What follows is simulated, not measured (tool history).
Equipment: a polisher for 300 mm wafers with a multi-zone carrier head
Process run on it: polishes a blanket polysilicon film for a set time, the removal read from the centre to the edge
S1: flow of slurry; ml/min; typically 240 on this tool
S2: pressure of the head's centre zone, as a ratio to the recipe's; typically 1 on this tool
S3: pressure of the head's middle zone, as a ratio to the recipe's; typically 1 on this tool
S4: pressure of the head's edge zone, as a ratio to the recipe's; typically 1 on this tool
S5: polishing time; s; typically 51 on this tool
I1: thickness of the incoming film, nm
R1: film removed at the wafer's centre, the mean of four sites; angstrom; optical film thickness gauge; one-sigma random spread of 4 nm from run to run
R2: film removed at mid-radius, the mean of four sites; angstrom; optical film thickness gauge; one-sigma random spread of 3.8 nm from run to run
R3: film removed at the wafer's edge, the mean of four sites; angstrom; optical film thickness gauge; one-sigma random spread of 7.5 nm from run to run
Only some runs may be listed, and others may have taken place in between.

{"run": 1, "hour": 0.0, "S1": 240, "S2": 1, "S3": 1, "S4": 1, "S5": 51, "I1": 2044.1, "R1": 5308, "R2": 5317, "R3": 5182}
{"run": 2, "hour": 33.8, "S1": 240, "S2": 1, "S3": 1, "S4": 1, "S5": 51, "I1": 2033.7, "R1": 5132, "R2": 5239, "R3": 5219}
{"run": 3, "hour": 58.9, "S1": 240, "S2": 1, "S3": 1, "S4": 1, "S5": 51, "I1": 2051.9, "R1": 5033, "R2": 5038, "R3": 4908}
{"run": 4, "hour": 84.7, "S1": 240, "S2": 1, "S3": 1, "S4": 1, "S5": 51, "I1": 2029.8, "R1": 5307, "R2": 5335, "R3": 5088}
{"run": 5, "hour": 110.4, "S1": 240, "S2": 1, "S3": 1, "S4": 1, "S5": 51, "I1": 2045, "R1": 5189, "R2": 5257, "R3": 5130}
{"run": 6, "hour": 123.1, "S1": 240, "S2": 1, "S3": 1, "S4": 1.07, "S5": 51, "I1": 2064.9, "R1": 5198, "R2": 5167, "R3": 5272}
{"run": 7, "hour": 138.5, "S1": 240, "S2": 1, "S3": 1.09, "S4": 1, "S5": 51, "I1": 2040.2, "R1": 5044, "R2": 5422, "R3": 5048}
{"run": 8, "hour": 153.3, "S1": 240, "S2": 1, "S3": 1.09, "S4": 1, "S5": 51, "I1": 2032.9, "R1": 4969, "R2": 5275, "R3": 4905}
{"run": 9, "hour": 181.4, "S1": 240, "S2": 1, "S3": 1, "S4": 1.03, "S5": 51, "I1": 2012.4, "R1": 5292, "R2": 5261, "R3": 5201}
{"run": 10, "hour": 198.2, "S1": 265, "S2": 1.04, "S3": 0.9, "S4": 1, "S5": 42, "I1": 2029.1, "R1": 4584, "R2": 4117, "R3": 4341}
{"run": 11, "hour": 217.8, "S1": 165, "S2": 1, "S3": 1.03, "S4": 0.95, "S5": 62, "I1": 2071.1, "R1": 5897, "R2": 6042, "R3": 5747}
{"run": 12, "hour": 230.3, "S1": 240, "S2": 1, "S3": 1, "S4": 1, "S5": 60, "I1": 2058.7, "R1": 6013, "R2": 6049, "R3": 5952}
{"run": 13, "hour": 242.6, "S1": 240, "S2": 1, "S3": 1.09, "S4": 1.1, "S5": 51, "I1": 2005.9, "R1": 5068, "R2": 5393, "R3": 5352}
{"run": 14, "hour": 344.9, "S1": 240, "S2": 1, "S3": 1, "S4": 1, "S5": 51, "I1": 2052.4, "R1": 5060, "R2": 5007, "R3": 4980}
{"run": 15, "hour": 371.4, "S1": 290, "S2": 1, "S3": 1, "S4": 1, "S5": 38, "I1": 2017.3, "R1": 4031, "R2": 4048, "R3": 3951}
{"run": 16, "hour": 403.8, "S1": 220, "S2": 1.09, "S3": 1, "S4": 1, "S5": 57, "I1": 2031.8, "R1": 6276, "R2": 5692, "R3": 5735}
{"run": 17, "hour": 431.1, "S1": 240, "S2": 1, "S3": 1, "S4": 1, "S5": 51, "I1": 2054.7, "R1": 4987, "R2": 4993, "R3": 4978}
{"run": 18, "hour": 458.6, "S1": 200, "S2": 1, "S3": 1.11, "S4": 0.95, "S5": 62, "I1": 2049.2, "R1": 6292, "R2": 6722, "R3": 6191}
{"run": 19, "hour": 493.6, "S1": 240, "S2": 1, "S3": 1, "S4": 1, "S5": 51, "I1": 2077.8, "R1": 5092, "R2": 5200, "R3": 5178}

Not shown here: 9 entries made in the log between runs. Locate each between two listed runs and compare the hidden state at the listed run before it with the hidden state at the listed run after it:
Runs 3 to 4: worn pad replaced by a new one (hour 79.5)
  removal rate lost through wear of the pad, %: 5.8 -> 0.957
  what was measured, less what the result would be without the hidden state, R1: -310 -> -51 angstrom; R2: -311 -> -51 angstrom; R3: -303 -> -49 angstrom
Runs 8 to 9: worn pad replaced by a new one (hour 180.9)
  removal rate lost through wear of the pad, %: 6.17 -> 1.37
  what was measured, less what the result would be without the hidden state, R1: -326 -> -73 angstrom; R2: -347 -> -73 angstrom; R3: -322 -> -72 angstrom
Runs 10 to 11: slurry nozzle cleaned (hour 210.1)
  removal rate lost through wear of the pad, %: 1.66 -> 2.68
  what was measured, less what the result would be without the hidden state, R1: -78 -> -162 angstrom; R2: -70 -> -167 angstrom; R3: -73 -> -159 angstrom
Runs 11 to 12: edge zone pressure recalibrated (hour 229.8)
  removal rate lost through wear of the pad, %: 2.68 -> 3.72
  what was measured, less what the result would be without the hidden state, R1: -162 -> -232 angstrom; R2: -167 -> -234 angstrom; R3: -159 -> -230 angstrom
Runs 13 to 14: worn pad replaced by a new one (hour 269); carrier head's membrane replaced by a new one (hour 340.4)
  removal rate lost through wear of the pad, %: 5.04 -> 6.01
  what was measured, less what the result would be without the hidden state, R1: -269 -> -324 angstrom; R2: -285 -> -320 angstrom; R3: -283 -> -319 angstrom
Runs 14 to 15: centre zone pressure recalibrated (hour 351.3); worn pad replaced by a new one (hour 353.6)
  removal rate lost through wear of the pad, %: 6.01 -> 0.961
  what was measured, less what the result would be without the hidden state, R1: -324 -> -40 angstrom; R2: -320 -> -39 angstrom; R3: -319 -> -39 angstrom
Runs 17 to 18: worn pad replaced by a new one (hour 440.5)
  removal rate lost through wear of the pad, %: 6.43 -> 0.369
  what was measured, less what the result would be without the hidden state, R1: -343 -> -24 angstrom; R2: -343 -> -25 angstrom; R3: -342 -> -23 angstrom

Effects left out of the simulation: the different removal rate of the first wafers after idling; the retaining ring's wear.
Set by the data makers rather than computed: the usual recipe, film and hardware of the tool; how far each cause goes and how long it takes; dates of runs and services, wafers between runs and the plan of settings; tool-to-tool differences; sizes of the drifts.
